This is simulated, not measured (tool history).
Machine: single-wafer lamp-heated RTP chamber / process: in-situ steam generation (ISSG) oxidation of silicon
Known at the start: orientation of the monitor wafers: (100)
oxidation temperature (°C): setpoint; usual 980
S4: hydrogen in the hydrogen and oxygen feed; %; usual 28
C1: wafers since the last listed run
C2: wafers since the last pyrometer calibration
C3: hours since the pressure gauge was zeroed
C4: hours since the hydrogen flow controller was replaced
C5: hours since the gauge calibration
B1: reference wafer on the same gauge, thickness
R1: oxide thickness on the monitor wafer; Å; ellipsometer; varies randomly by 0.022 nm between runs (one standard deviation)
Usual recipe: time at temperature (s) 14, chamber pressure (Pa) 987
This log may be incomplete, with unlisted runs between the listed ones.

Run 1, hour 0: usual settings but time at temperature (s) 17; C1 0; C2 1758; C3 3035.6; C4 2936.3; C5 464.6; B1 5.376. Result: R1 50.26 Å.
Run 2, hour 103.2: usual settings but time at temperature (s) 17; C1 820; C2 2578; C3 3138.8; C4 3039.5; C5 567.8; B1 5.367. Result: R1 50.22 Å.
At hour 163.5: pyrometer window cleaned and pyrometer calibrated.
Run 3, hour 204.5: usual settings but oxidation temperature (°C) 965, time at temperature (s) 16; C1 741; C2 326; C3 3240.1; C4 3140.8; C5 669.1; B1 5.364. Result: R1 46.53 Å.
Run 4, hour 265.7: usual settings but oxidation temperature (°C) 965, time at temperature (s) 16; C1 486; C2 812; C3 3301.3; C4 3202; C5 730.3; B1 5.36. Result: R1 46.39 Å.
Run 5, hour 330.4: usual settings; C1 514; C2 1326; C3 3366; C4 3266.7; C5 795; B1 5.354. Result: R1 46.41 Å.
Run 6, hour 405.8: usual settings; C1 599; C2 1925; C3 3441.4; C4 3342.1; C5 870.4; B1 5.348. Result: R1 45.7 Å.
Run 7, hour 500: usual settings but chamber pressure (Pa) 1120; C1 748; C2 2674; C3 3535.6; C4 3436.3; C5 964.6; B1 5.35. Result: R1 45.71 Å.
At hour 544.2: pyrometer window cleaned and pyrometer calibrated.
Run 8, hour 572.4: usual settings but chamber pressure (Pa) 1120; C1 511; C2 223; C3 3608; C4 3508.7; C5 1037; B1 5.344. Result: R1 45.55 Å.
Run 9, hour 790.9: usual settings but S4 26 %; C1 1736; C2 1960; C3 3826.5; C4 3727.2; C5 1255.5; B1 5.333. Result: R1 45.19 Å.
Run 10, hour 846.7: usual settings; C1 443; C2 2403; C3 3882.3; C4 3783; C5 1311.3; B1 5.34. Result: R1 45.83 Å.
At hour 872.7: pressure gauge zeroed.
Run 11, hour 885.2: usual settings; C1 242; C2 2645; C3 12.5; C4 3821.5; C5 1349.8; B1 5.334. Result: R1 45.46 Å.
Run 12, hour 946.9: usual settings; C1 490; C2 3136; C3 74.2; C4 3883.2; C5 1411.5; B1 5.34. Result: R1 46.03 Å.
At hour 955.7: pyrometer window cleaned and pyrometer calibrated.
Run 13, hour 1039.8: usual settings; C1 674; C2 668; C3 167.1; C4 3976.1; C5 1504.4; B1 5.335. Result: R1 45.64 Å.
At hour 1057: gauge calibrated.
Run 14, hour 1095.2: usual settings; C1 440; C2 1108; C3 222.5; C4 4031.5; C5 38.2; B1 5.438. Result: R1 47.04 Å.
At hour 1146.2: hydrogen flow controller replaced.
Run 15, hour 1180.6: usual settings; C1 615; C2 1723; C3 307.9; C4 34.4; C5 123.6; B1 5.42. Result: R1 47.09 Å.
Run 16, hour 1261.1: usual settings but oxidation temperature (°C) 994, time at temperature (s) 11, chamber pressure (Pa) 1160, S4 20 %; C1 639; C2 2363; C3 388.4; C4 114.9; C5 204.1; B1 5.4. Result: R1 39.76 Å.
At hour 1348.5: pyrometer window cleaned and pyrometer calibrated.
Run 17, hour 1355.9: usual settings but time at temperature (s) 12, chamber pressure (Pa) 933; C1 689; C2 58; C3 483.2; C4 209.7; C5 298.9; B1 5.38. Result: R1 43.74 Å.
Run 18, hour 1432.3: usual settings but oxidation temperature (°C) 974, S4 25 %; C1 607; C2 665; C3 559.6; C4 286.1; C5 375.3; B1 5.373. Result: R1 44.11 Å.
Run 19, hour 1503.6: usual settings but oxidation temperature (°C) 968; C1 566; C2 1232; C3 630.9; C4 357.4; C5 446.6; B1 5.36. Result: R1 44.39 Å.
Run 20, hour 1596: usual settings but oxidation temperature (°C) 994, time at temperature (s) 17, chamber pressure (Pa) 1160, S4 20 %; C1 734; C2 1966; C3 723.3; C4 449.8; C5 539; B1 5.359. Result: R1 48.14 Å.
Run 21, hour 1667.8: usual settings but time at temperature (s) 17, S4 32 %; C1 570; C2 2537; C3 795.1; C4 521.6; C5 610.8; B1 5.345. Result: R1 51.52 Å.
Run 22, hour 1767.1: usual settings; C1 789; C2 3326; C3 894.4; C4 620.9; C5 710.1; B1 5.342. Result: R1 45.9 Å.
At hour 1824: pyrometer window cleaned and pyrometer calibrated.
Run 23, hour 1832.6: usual settings but oxidation temperature (°C) 963, time at temperature (s) 19, S4 20 %; C1 456; C2 68; C3 959.9; C4 686.4; C5 775.6; B1 5.335. Result: R1 45.38 Å.
Run 24, hour 1871.8: usual settings but oxidation temperature (°C) 965, chamber pressure (Pa) 920; C1 311; C2 379; C3 999.1; C4 725.6; C5 814.8; B1 5.331. Result: R1 43.84 Å.
Run 25, hour 1976: usual settings but time at temperature (s) 12, chamber pressure (Pa) 920; C1 828; C2 1207; C3 1103.3; C4 829.8; C5 919; B1 5.332. Result: R1 43.24 Å.
Run 26, hour 2015.9: usual settings; C1 317; C2 1524; C3 1143.2; C4 869.7; C5 958.9; B1 5.331. Result: R1 45.89 Å.
Run 27, hour 2071: usual settings but oxidation temperature (°C) 998, chamber pressure (Pa) 920; C1 437; C2 1962; C3 1198.3; C4 924.8; C5 1014; B1 5.331. Result: R1 48.75 Å.
Run 28, hour 2109.6: usual settings but time at temperature (s) 12, chamber pressure (Pa) 1040, S4 31 %; C1 306; C2 2269; C3 1236.9; C4 963.4; C5 1052.6; B1 5.329. Result: R1 44.12 Å.

State the hidden condition of the tool at each of the runs:
true wafer temperature minus pyrometer reading, K: 0 across all the runs
true pressure minus gauge reading, Torr: 0 across all the runs
deviation of the hydrogen flow from its setpoint, %: 0 across all the runs
H1: gauge reads high (%)
run      H1
  1   -1.67
  2   -1.86
  3      -2
  4   -2.07
  5   -2.14
  6   -2.21
  7   -2.28
  8   -2.32
  9   -2.42
 10   -2.44
 11   -2.45
 12   -2.47
 13   -2.49
 14   -0.57
 15  -0.958
 16   -1.26
 17   -1.56
 18   -1.76
 19   -1.92
 20   -2.09
 21    -2.2
 22   -2.33
 23    -2.4
 24   -2.44
 25   -2.53
 26   -2.55
 27   -2.59
 28   -2.61
